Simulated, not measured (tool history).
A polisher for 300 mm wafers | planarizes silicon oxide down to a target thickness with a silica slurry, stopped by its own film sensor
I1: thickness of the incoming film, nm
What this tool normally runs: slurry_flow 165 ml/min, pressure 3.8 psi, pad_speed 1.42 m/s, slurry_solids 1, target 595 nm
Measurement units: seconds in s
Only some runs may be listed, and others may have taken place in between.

run 1 day=0 | slurry_flow=165 pressure=3.8 pad_speed=1.42 slurry_solids=1 target=595 | I1=836.9 | seconds=68.5
run 2 day=2.838 | slurry_flow=165 pressure=3.8 pad_speed=1.42 slurry_solids=1 target=595 | I1=847.4 | seconds=70.8
-- day=3.592 worn pad replaced by a new one
run 3 day=4.45 | slurry_flow=165 pressure=3.8 pad_speed=1.72 slurry_solids=1 target=595 | I1=853.1 | seconds=61.7
run 4 day=6.496 | slurry_flow=165 pressure=3.8 pad_speed=1.72 slurry_solids=1 target=595 | I1=849.6 | seconds=61.6
-- day=7.462 slurry blender recalibrated
-- day=7.992 worn pad replaced by a new one
-- day=8.858 conditioning disc replaced and pad reconditioned
run 5 day=8.879 | slurry_flow=165 pressure=3.8 pad_speed=1.72 slurry_solids=1 target=595 | I1=847.7 | seconds=59.3
-- day=9.162 slurry nozzle cleaned
run 6 day=10.192 | slurry_flow=165 pressure=3.8 pad_speed=1.42 slurry_solids=1.15 target=595 | I1=846.5 | seconds=66.3
-- day=12.238 worn pad replaced by a new one
run 7 day=12.258 | slurry_flow=165 pressure=3.8 pad_speed=1.42 slurry_solids=1 target=595 | I1=838.9 | seconds=65.6
run 8 day=13.654 | slurry_flow=165 pressure=4.6 pad_speed=1.9 slurry_solids=0.8 target=595 | I1=839.2 | seconds=47.3
run 9 day=15.233 | slurry_flow=165 pressure=4.5 pad_speed=1.42 slurry_solids=0.8 target=595 | I1=851.4 | seconds=63.8
run 10 day=16.488 | slurry_flow=165 pressure=3.8 pad_speed=1.42 slurry_solids=1 target=595 | I1=860.4 | seconds=69.3
-- day=16.746 head pressure recalibrated
-- day=17.062 slurry blender recalibrated
-- day=17.371 worn pad replaced by a new one
run 11 day=17.725 | slurry_flow=225 pressure=3.8 pad_speed=1.42 slurry_solids=1 target=595 | I1=835.7 | seconds=69.2
run 12 day=20.492 | slurry_flow=165 pressure=3.8 pad_speed=1.42 slurry_solids=1 target=595 | I1=840.9 | seconds=73.1
run 13 day=22.217 | slurry_flow=165 pressure=3.8 pad_speed=1.04 slurry_solids=1 target=684 | I1=862.6 | seconds=68.6
-- day=22.654 worn pad replaced by a new one
run 14 day=23.908 | slurry_flow=165 pressure=3.8 pad_speed=1.02 slurry_solids=1 target=507 | I1=846.7 | seconds=129.6

Pick out some run-to-run changes in seconds. Of each, how much would a tool without hidden state show as well, from the settings, what came in and chance, and how much is left for the hidden state and any gauge scatter not in both results compared?
The hidden state here: removal rate lost through wear of the pad, %; slurry flow missing at the pad, %; deviation of the head's pressure from its setpoint, %; abrasive missing from the slurry, %; time polished since the conditioner stopped cutting, s.
Run 10 -> 11: slurry_flow 165 -> 225, head pressure recalibrated, slurry blender recalibrated, worn pad replaced by a new one. seconds -0.1 s: hidden state +8.3, all else -8.4.
Run 13 -> 14: pad_speed 1.04 -> 1.02, target 684 -> 507, worn pad replaced by a new one. seconds +61 s: hidden state -0.1, all else +61.1.
